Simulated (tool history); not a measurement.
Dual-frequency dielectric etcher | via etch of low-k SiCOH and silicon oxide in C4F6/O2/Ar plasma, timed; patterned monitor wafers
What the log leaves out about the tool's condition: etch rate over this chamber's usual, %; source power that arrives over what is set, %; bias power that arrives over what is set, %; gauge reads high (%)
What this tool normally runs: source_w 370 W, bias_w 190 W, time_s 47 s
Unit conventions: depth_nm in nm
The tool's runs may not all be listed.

run     day  source_w  bias_w  time_s  wafers since the last listed run  hours since the last wet clean  hours since the last source power generator calibration  hours since the last bias power generator calibration  hours since the last upper electrode change  hours since the gauge calibration  read-back reference wafer on the same gauge, depth_nm  depth_nm
  1       0       370     190      47                                 0                           516.3                                                   3059.7                                                 4685.9                                       2048.9                               85.1                                                    104     114.6
  2   1.171       370     190      47                               286                           544.4                                                   3087.8                                                   4714                                         2077                              113.2                                                  104.1     115.1
  3   2.621       370     190      36                               354                           579.2                                                   3122.6                                                 4748.8                                       2111.8                                148                                                  103.9      87.9
  4   3.608       370     207      47                               241                           602.9                                                   3146.3                                                 4772.5                                       2135.5                              171.7                                                    104     117.6
  5   4.112       370     207      47                               123                             615                                                   3158.4                                                 4784.6                                       2147.6                              183.8                                                    104     117.6
  6   5.217       370     190    50.5                               270                           641.5                                                   3184.9                                                 4811.1                                       2174.1                              210.3                                                    104     123.3
      5.588  -- gauge calibrated
  7   6.146       370     190    50.5                               227                           663.8                                                   3207.2                                                 4833.4                                       2196.4                               13.4                                                    104     124.2
      7.308  -- wet clean of the chamber
  8   7.425       370     143      47                                68                             2.8                                                   3237.9                                                 4864.1                                       2227.1                               44.1                                                  104.1     106.5
      8.604  -- bias power generator calibrated
  9   8.625       370     190      60                               252                            31.6                                                   3266.7                                                    0.5                                       2255.9                               72.9                                                    104     146.4
      8.796  -- source power generator calibrated
 10   9.362       460     168    35.5                               139                            49.3                                                     13.6                                                   18.2                                       2273.6                               90.6                                                    104      89.8
     11.029  -- upper electrode replaced
 11   11.05       370     190      39                               168                            89.8                                                     54.1                                                   58.7                                          0.5                              131.1                                                    104        95
 12  11.738       300     144    56.5                               168                           106.3                                                     70.6                                                   75.2                                           17                              147.6                                                    104     120.4
 13  13.208       340     190      47                               360                           141.6                                                    105.9                                                  110.5                                         52.3                              182.9                                                    104     112.2
     13.917  -- gauge calibrated
 14  13.917       370     190      47                               173                           158.6                                                    122.9                                                  127.5                                         69.3                                  0                                                    104     114.6

Each row is a separate what-if for the run after 14, all from the same tool condition, not one after another. Results?
  A  13.933       370     190      47                                 4                             159                                                    123.3                                                  127.9                                         69.7                                0.4                                                      ?         ?
  B  13.933       290     237      47                                 4                             159                                                    123.3                                                  127.9                                         69.7                                0.4                                                      ?         ?
  C  13.933       420     190      47                                 4                             159                                                    123.3                                                  127.9                                         69.7                                0.4                                                      ?         ?

run  read-back reference wafer on the same gauge, depth_nm  depth_nm
  A                                                  104.1     114.4
  B                                                  104.1     113.7
  C                                                  104.1     118.9
The same runs, with their run-to-run variation unchanged, on a tool lacking any hidden condition would have given:
run  depth_nm
  A     114.4
  B     113.7
  C     118.9
